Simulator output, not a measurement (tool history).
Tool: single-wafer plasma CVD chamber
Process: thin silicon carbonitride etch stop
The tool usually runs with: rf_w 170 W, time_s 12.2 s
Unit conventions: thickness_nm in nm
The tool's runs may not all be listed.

| run | hour | rf_w | time_s | wafers since the last listed run | hours since the last thermocouple change | hours since the last RF generator calibration | hours since the showerhead was replaced | hours since the gauge calibration | read-back reference wafer on the same gauge, thickness_nm | thickness_nm |
|---|---|---|---|---|---|---|---|---|---|---|
| 1 | 0.0 | 190 | 12.2 | 0 | 2220.4 | 65.8 | 3042.4 | 1410.5 | 7.242 | 7.272 |
| 2 | 23.1 | 190 | 12.2 | 491 | 2243.5 | 88.9 | 3065.5 | 1433.6 | 7.241 | 7.348 |
| 3 | 46.6 | 170 | 12.2 | 499 | 2267.0 | 112.4 | 3089.0 | 1457.1 | 7.260 | 7.005 |
| 4 | 66.5 | 170 | 12.2 | 423 | 2286.9 | 132.3 | 3108.9 | 1477.0 | 7.254 | 7.058 |
| 5 | 101.3 | 170 | 12.2 | 739 | 2321.7 | 167.1 | 3143.7 | 1511.8 | 7.248 | 6.961 |
|  | 120.7 | gauge calibrated |
| 6 | 134.1 | 170 | 12.2 | 697 | 2354.5 | 199.9 | 3176.5 | 13.4 | 7.105 | 6.827 |
| 7 | 157.5 | 170 | 12.2 | 497 | 2377.9 | 223.3 | 3199.9 | 36.8 | 7.093 | 6.887 |
| 8 | 193.2 | 170 | 12.2 | 758 | 2413.6 | 259.0 | 3235.6 | 72.5 | 7.103 | 6.836 |
| 9 | 225.1 | 170 | 12.2 | 678 | 2445.5 | 290.9 | 3267.5 | 104.4 | 7.101 | 6.855 |
| 10 | 249.2 | 170 | 10.7 | 512 | 2469.6 | 315.0 | 3291.6 | 128.5 | 7.098 | 6.049 |
| 11 | 285.1 | 170 | 11.3 | 763 | 2505.5 | 350.9 | 3327.5 | 164.4 | 7.110 | 6.396 |
| 12 | 305.1 | 170 | 11.3 | 425 | 2525.5 | 370.9 | 3347.5 | 184.4 | 7.108 | 6.316 |
| 13 | 326.8 | 155 | 12.2 | 461 | 2547.2 | 392.6 | 3369.2 | 206.1 | 7.096 | 6.516 |
| 14 | 394.1 | 170 | 11.3 | 1430 | 2614.5 | 459.9 | 3436.5 | 273.4 | 7.111 | 6.416 |
| 15 | 426.5 | 170 | 12.2 | 688 | 2646.9 | 492.3 | 3468.9 | 305.8 | 7.115 | 6.927 |
| 16 | 452.8 | 170 | 11.1 | 559 | 2673.2 | 518.6 | 3495.2 | 332.1 | 7.131 | 6.212 |
| 17 | 482.2 | 195 | 12.2 | 625 | 2702.6 | 548.0 | 3524.6 | 361.5 | 7.151 | 7.322 |
| 18 | 497.0 | 170 | 10.4 | 314 | 2717.4 | 562.8 | 3539.4 | 376.3 | 7.121 | 5.914 |
| 19 | 520.9 | 150 | 13.1 | 508 | 2741.3 | 586.7 | 3563.3 | 400.2 | 7.143 | 6.844 |
| 20 | 543.7 | 190 | 14.3 | 484 | 2764.1 | 609.5 | 3586.1 | 423.0 | 7.155 | 8.439 |
| 21 | 558.7 | 150 | 12.2 | 318 | 2779.1 | 624.5 | 3601.1 | 438.0 | 7.164 | 6.500 |
| 22 | 586.8 | 170 | 12.2 | 597 | 2807.2 | 652.6 | 3629.2 | 466.1 | 7.164 | 6.838 |
|  | 606.5 | thermocouple changed; heater temperature recalibrated |
| 23 | 614.3 | 150 | 10.5 | 414 | 7.8 | 680.1 | 3656.7 | 493.6 | 7.145 | 5.568 |
|  | 632.3 | showerhead replaced |
| 24 | 636.1 | 200 | 12.2 | 293 | 29.6 | 701.9 | 3.8 | 515.4 | 7.135 | 7.497 |
| 25 | 660.3 | 145 | 10.5 | 514 | 53.8 | 726.1 | 28.0 | 539.6 | 7.156 | 5.483 |
|  | 669.1 | RF generator calibrated |
| 26 | 691.8 | 200 | 10.6 | 499 | 85.3 | 22.7 | 59.5 | 571.1 | 7.163 | 6.476 |
| 27 | 708.5 | 170 | 12.2 | 355 | 102.0 | 39.4 | 76.2 | 587.8 | 7.164 | 6.927 |
| 28 | 723.0 | 150 | 14.0 | 308 | 116.5 | 53.9 | 90.7 | 602.3 | 7.162 | 7.487 |
| 29 | 745.6 | 160 | 14.5 | 480 | 139.1 | 76.5 | 113.3 | 624.9 | 7.158 | 7.911 |
| 30 | 776.4 | 170 | 12.2 | 654 | 169.9 | 107.3 | 144.1 | 655.7 | 7.168 | 6.904 |
| 31 | 805.5 | 190 | 10.5 | 618 | 199.0 | 136.4 | 173.2 | 684.8 | 7.169 | 6.270 |
| 32 | 837.6 | 185 | 14.6 | 682 | 231.1 | 168.5 | 205.3 | 716.9 | 7.175 | 8.737 |
| 33 | 876.3 | 155 | 13.0 | 822 | 269.8 | 207.2 | 244.0 | 755.6 | 7.190 | 6.946 |
| 34 | 905.9 | 185 | 14.1 | 629 | 299.4 | 236.8 | 273.6 | 785.2 | 7.179 | 8.307 |
| 35 | 933.3 | 170 | 11.5 | 582 | 326.8 | 264.2 | 301.0 | 812.6 | 7.188 | 6.473 |
| 36 | 946.5 | 170 | 11.6 | 280 | 340.0 | 277.4 | 314.2 | 825.8 | 7.199 | 6.564 |
| 37 | 973.9 | 170 | 12.2 | 582 | 367.4 | 304.8 | 341.6 | 853.2 | 7.168 | 6.954 |

Take each entry between the runs: how does the hidden state at the last listed run before it differ from the hidden state at the first listed run after it?
Run 5 -> run 6: gauge calibrated (hour 120.7)
  gauge reads high (%): 2.57 -> 0.179
  measured value less the no-hidden-state value, thickness_nm: +0.174 -> +0.012 nm
Run 22 -> run 23: thermocouple changed; heater temperature recalibrated (hour 606.5)
  gauge reads high (%): 0.953 -> 1
  measured value less the no-hidden-state value, thickness_nm: +0.064 -> +0.055 nm
Run 23 -> run 24: showerhead replaced (hour 632.3)
  gauge reads high (%): 1 -> 1.04
  measured value less the no-hidden-state value, thickness_nm: +0.055 -> +0.077 nm
Run 25 -> run 26: RF generator calibrated (hour 669.1)
  gauge reads high (%): 1.08 -> 1.13
  measured value less the no-hidden-state value, thickness_nm: +0.058 -> +0.073 nm

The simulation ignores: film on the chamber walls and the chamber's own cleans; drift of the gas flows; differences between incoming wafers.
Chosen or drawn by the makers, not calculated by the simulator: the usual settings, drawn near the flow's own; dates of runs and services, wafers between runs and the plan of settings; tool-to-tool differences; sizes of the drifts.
